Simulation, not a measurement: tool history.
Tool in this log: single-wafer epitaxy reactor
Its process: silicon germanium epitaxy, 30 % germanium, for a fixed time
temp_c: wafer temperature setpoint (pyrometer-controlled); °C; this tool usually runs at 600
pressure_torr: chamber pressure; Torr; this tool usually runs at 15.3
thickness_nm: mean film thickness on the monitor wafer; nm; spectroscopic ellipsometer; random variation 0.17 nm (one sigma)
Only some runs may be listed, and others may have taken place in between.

run,hour,temp_c,pressure_torr,"read-back reference wafer on the same gauge, thickness_nm",thickness_nm
1,0.0,600,15.3,59.544,54.788
2,31.8,604,15.3,59.682,58.556
3,63.4,600,15.3,59.673,55.131
4,93.3,606,15.3,59.589,60.545
5,123.9,606,15.3,59.584,60.641
6,149.5,606,15.3,59.607,60.567
7,184.2,600,16.6,59.628,56.807
8,217.7,600,16.6,59.591,57.125
# hour 232.4: pyrometer calibrated
9,233.7,600,16.6,59.619,61.984
10,249.3,589,15.3,59.559,50.343
# hour 253.6: gauge calibrated
# hour 270.2: capacitance manometer re-zeroed and calibrated
11,270.7,589,15.3,59.579,49.922
# hour 289.6: showerhead replaced
12,290.1,589,15.3,59.581,49.693
13,307.6,600,15.3,59.638,59.452
14,336.4,600,15.3,59.605,59.292
15,418.6,608,13.3,59.648,62.615
16,432.6,600,12.6,59.552,53.518
17,458.3,588,16.8,59.613,50.343
18,477.0,600,18.9,59.606,64.307
19,490.1,589,15.3,59.567,48.493
20,506.4,591,16.8,59.625,52.385
21,524.5,609,18.8,59.659,73.329
22,555.9,600,16.4,59.525,60.010
23,571.4,600,15.3,59.595,57.533
24,602.7,615,18.9,59.606,80.458
25,629.9,594,11.8,59.588,46.149
26,665.3,588,16.8,59.627,49.336
27,692.2,593,16.4,59.614,52.788
28,704.6,600,16.6,59.649,59.275
29,740.3,600,16.4,59.576,59.107

Run by run, hidden condition taken away, random variation retained:
What the log doesn't record here: wafer temperature above the value expected at the setpoint (K); true pressure above the setpoint (%); gauge reads high (%).
run,thickness_nm
1,59.582
2,63.656
3,59.990
4,65.831
5,65.951
6,65.884
7,61.872
8,62.233
9,61.886
10,50.373
11,50.098
12,49.995
13,59.938
14,59.984
15,63.900
16,54.712
17,51.626
18,66.023
19,49.878
20,53.956
21,75.564
22,62.035
23,59.549
24,83.388
25,48.000
26,51.469
27,55.146
28,61.934
29,61.893
